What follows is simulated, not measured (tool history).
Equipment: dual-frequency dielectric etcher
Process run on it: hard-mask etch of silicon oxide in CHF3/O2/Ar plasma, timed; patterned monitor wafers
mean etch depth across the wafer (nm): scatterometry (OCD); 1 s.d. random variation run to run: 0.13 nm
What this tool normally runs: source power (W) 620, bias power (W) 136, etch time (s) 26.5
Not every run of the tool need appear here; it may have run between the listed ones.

run    hour  source power (W)  bias power (W)  etch time (s)  wafers since the last listed run  hours since the last wet clean  hours since the last source power generator calibration  hours since the last bias power generator calibration  hours since the last upper electrode change  hours since the gauge calibration  read-back reference wafer on the same gauge, depth_nm  mean etch depth across the wafer (nm)
  1     0.0               620             136           31.0                                 0                           220.3                                                   3035.6                                                 4105.8                                       1687.5                             1359.8                                                  53.50                                  58.23
  2    62.0               620             136           26.5                               769                           282.3                                                   3097.6                                                 4167.8                                       1749.5                             1421.8                                                  53.53                                  50.11
  3    99.0               620             136           26.5                               459                           319.3                                                   3134.6                                                 4204.8                                       1786.5                             1458.8                                                  53.49                                  50.12
  4   144.9               620             136           26.5                               569                           365.2                                                   3180.5                                                 4250.7                                       1832.4                             1504.7                                                  53.49                                  50.13
  5   171.8               620             136           26.5                               333                           392.1                                                   3207.4                                                 4277.6                                       1859.3                             1531.6                                                  53.46                                  50.05
      212.0  -- wet clean of the chamber
  6   222.7               620             136           26.5                               333                            10.7                                                   3258.3                                                 4328.5                                       1910.2                             1582.5                                                  53.50                                  49.31
  7   282.3               620             136           26.5                               740                            70.3                                                   3317.9                                                 4388.1                                       1969.8                             1642.1                                                  53.51                                  49.39
      341.5  -- bias power generator calibrated
  8   349.2               620             136           26.5                               780                           137.2                                                   3384.8                                                    7.7                                       2036.7                             1709.0                                                  53.52                                  49.29
  9   420.4               620             136           26.5                               884                           208.4                                                   3456.0                                                   78.9                                       2107.9                             1780.2                                                  53.44                                  50.05
 10   467.4               620             136           26.5                               583                           255.4                                                   3503.0                                                  125.9                                       2154.9                             1827.2                                                  53.51                                  49.92
 11   536.2               620             136           26.5                               854                           324.2                                                   3571.8                                                  194.7                                       2223.7                             1896.0                                                  53.57                                  49.88
 12   588.8               620             136           26.5                               653                           376.8                                                   3624.4                                                  247.3                                       2276.3                             1948.6                                                  53.47                                  49.95
 13   615.5               620             136           29.0                               331                           403.5                                                   3651.1                                                  274.0                                       2303.0                             1975.3                                                  53.50                                  54.68
      675.8  -- upper electrode replaced
 14   676.3               620             136           20.5                               456                           464.3                                                   3711.9                                                  334.8                                          0.5                             2036.1                                                  53.55                                  38.46
      683.9  -- source power generator calibrated
 15   704.3               620             136           26.5                               297                           492.3                                                     20.4                                                  362.8                                         28.5                             2064.1                                                  53.47                                  49.81
      753.0  -- wet clean of the chamber
 16   753.5               620             136           26.5                               312                             0.5                                                     69.6                                                  412.0                                         77.7                             2113.3                                                  53.48                                  49.80
      775.5  -- gauge calibrated
 17   916.9               620             117           29.5                              2028                           163.9                                                    233.0                                                  575.4                                        241.1                              141.4                                                  53.57                                  53.01
 18  1010.4               620             136           26.5                              1160                           257.4                                                    326.5                                                  668.9                                        334.6                              234.9                                                  53.44                                  49.94
 19  1058.0               520             164           24.0                               591                           305.0                                                    374.1                                                  716.5                                        382.2                              282.5                                                  53.53                                  45.08
 20  1122.0               550             149           26.5                               794                           369.0                                                    438.1                                                  780.5                                        446.2                              346.5                                                  53.54                                  49.36
 21  1155.6               710             136           23.5                               417                           402.6                                                    471.7                                                  814.1                                        479.8                              380.1                                                  53.52                                  46.82
 22  1212.7               620             104           26.5                               708                           459.7                                                    528.8                                                  871.2                                        536.9                              437.2                                                  53.47                                  46.72
     1246.6  -- wet clean of the chamber
 23  1271.7               620             136           26.5                               434                            25.1                                                    587.8                                                  930.2                                        595.9                              496.2                                                  53.53                                  49.85
 24  1304.1               780             127           23.0                               402                            57.5                                                    620.2                                                  962.6                                        628.3                              528.6                                                  53.47                                  45.90
 25  1338.2               620             126           26.5                               423                            91.6                                                    654.3                                                  996.7                                        662.4                              562.7                                                  53.54                                  48.60
 26  1381.0               570             149           19.0                               531                           134.4                                                    697.1                                                 1039.5                                        705.2                              605.5                                                  53.47                                  35.38
 27  1436.3               620             149           26.5                               686                           189.7                                                    752.4                                                 1094.8                                        760.5                              660.8                                                  53.41                                  50.95
 28  1499.6               620             145           26.5                               785                           253.0                                                    815.7                                                 1158.1                                        823.8                              724.1                                                  53.44                                  50.63
 29  1527.5               760             120           22.0                               346                           280.9                                                    843.6                                                 1186.0                                        851.7                              752.0                                                  53.49                                  43.14
 30  1573.1               710             150           29.5                               566                           326.5                                                    889.2                                                 1231.6                                        897.3                              797.6                                                  53.47                                  59.44
 31  1645.1               620             136           21.5                               893                           398.5                                                    961.2                                                 1303.6                                        969.3                              869.6                                                  53.44                                  40.53

The tool's hidden state at each run:
source power that arrives over what is set, %: 0 in every run
bias power that arrives over what is set, %: 0 in every run
gauge reads high (%): 0 in every run
H1: etch rate over this chamber's usual, %
run       H1
  1    0.737
  2    0.888
  3    0.977
  4     1.09
  5     1.15
  6  -0.0798
  7   0.0649
  8    0.227
  9      0.4
 10    0.514
 11    0.681
 12    0.809
 13    0.874
 14     1.02
 15     1.09
 16    0.207
 17    0.604
 18    0.831
 19    0.947
 20      1.1
 21     1.18
 22     1.32
 23   0.0578
 24    0.136
 25    0.219
 26    0.323
 27    0.457
 28    0.611
 29    0.679
 30     0.79
 31    0.964
